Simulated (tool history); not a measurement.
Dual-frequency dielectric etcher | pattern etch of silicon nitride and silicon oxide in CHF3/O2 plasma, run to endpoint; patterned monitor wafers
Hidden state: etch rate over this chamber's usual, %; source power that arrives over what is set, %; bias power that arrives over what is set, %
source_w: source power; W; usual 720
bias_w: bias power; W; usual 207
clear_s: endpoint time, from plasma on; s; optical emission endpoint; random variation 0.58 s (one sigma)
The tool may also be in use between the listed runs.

| run | hour | source_w | bias_w | wafers since the last listed run | hours since the last wet clean | hours since the last source power generator calibration | hours since the last bias power generator calibration | hours since the last upper electrode change | incoming incoming film thickness, nm | clear_s |
|---|---|---|---|---|---|---|---|---|---|---|
| 1 | 0.0 | 720 | 207 | 0 | 147.9 | 1477.5 | 3870.9 | 1761.3 | 323.3 | 196.3 |
| 2 | 60.3 | 580 | 207 | 612 | 208.2 | 1537.8 | 3931.2 | 1821.6 | 318.7 | 205.1 |
| 3 | 99.0 | 720 | 207 | 392 | 246.9 | 1576.5 | 3969.9 | 1860.3 | 320.5 | 193.1 |
| 4 | 140.9 | 720 | 207 | 425 | 288.8 | 1618.4 | 4011.8 | 1902.2 | 321.1 | 195.4 |
| 5 | 166.7 | 810 | 207 | 261 | 314.6 | 1644.2 | 4037.6 | 1928.0 | 322.5 | 188.4 |
| 6 | 216.4 | 680 | 178 | 504 | 364.3 | 1693.9 | 4087.3 | 1977.7 | 320.4 | 206.8 |
|  | 354.0 | bias power generator calibrated |
|  | 380.4 | wet clean of the chamber |
| 7 | 405.1 | 680 | 178 | 1631 | 24.7 | 1882.6 | 51.1 | 2166.4 | 323.9 | 205.9 |
|  | 424.1 | source power generator calibrated |
|  | 454.3 | upper electrode replaced |
| 8 | 467.5 | 570 | 184 | 349 | 87.1 | 43.4 | 113.5 | 13.2 | 320.5 | 214.1 |
| 9 | 528.0 | 570 | 175 | 614 | 147.6 | 103.9 | 174.0 | 73.7 | 320.5 | 219.3 |
| 10 | 571.2 | 720 | 207 | 438 | 190.8 | 147.1 | 217.2 | 116.9 | 321.2 | 193.6 |
| 11 | 642.8 | 810 | 179 | 726 | 262.4 | 218.7 | 288.8 | 188.5 | 320.5 | 193.7 |
| 12 | 688.7 | 880 | 233 | 465 | 308.3 | 264.6 | 334.7 | 234.4 | 319.4 | 175.2 |
| 13 | 756.5 | 720 | 207 | 688 | 376.1 | 332.4 | 402.5 | 302.2 | 321.6 | 195.1 |
| 14 | 814.8 | 870 | 157 | 591 | 434.4 | 390.7 | 460.8 | 360.5 | 320.0 | 196.5 |

Forecast each of these 4 alternatives for the next run:
| A | 815.3 | 830 | 207 | 5 | 434.9 | 391.2 | 461.3 | 361.0 | 324.0 | ? |
| B | 815.3 | 820 | 207 | 5 | 434.9 | 391.2 | 461.3 | 361.0 | 324.0 | ? |
| C | 815.3 | 550 | 227 | 5 | 434.9 | 391.2 | 461.3 | 361.0 | 324.0 | ? |
| D | 815.3 | 560 | 244 | 5 | 434.9 | 391.2 | 461.3 | 361.0 | 324.0 | ? |

| run | clear_s |
|---|---|
| A | 188.8 |
| B | 189.5 |
| C | 209.0 |
| D | 203.5 |
Without the tool's hidden state the same runs would have given:
| run | clear_s |
|---|---|
| A | 186.2 |
| B | 186.9 |
| C | 206.1 |
| D | 200.7 |

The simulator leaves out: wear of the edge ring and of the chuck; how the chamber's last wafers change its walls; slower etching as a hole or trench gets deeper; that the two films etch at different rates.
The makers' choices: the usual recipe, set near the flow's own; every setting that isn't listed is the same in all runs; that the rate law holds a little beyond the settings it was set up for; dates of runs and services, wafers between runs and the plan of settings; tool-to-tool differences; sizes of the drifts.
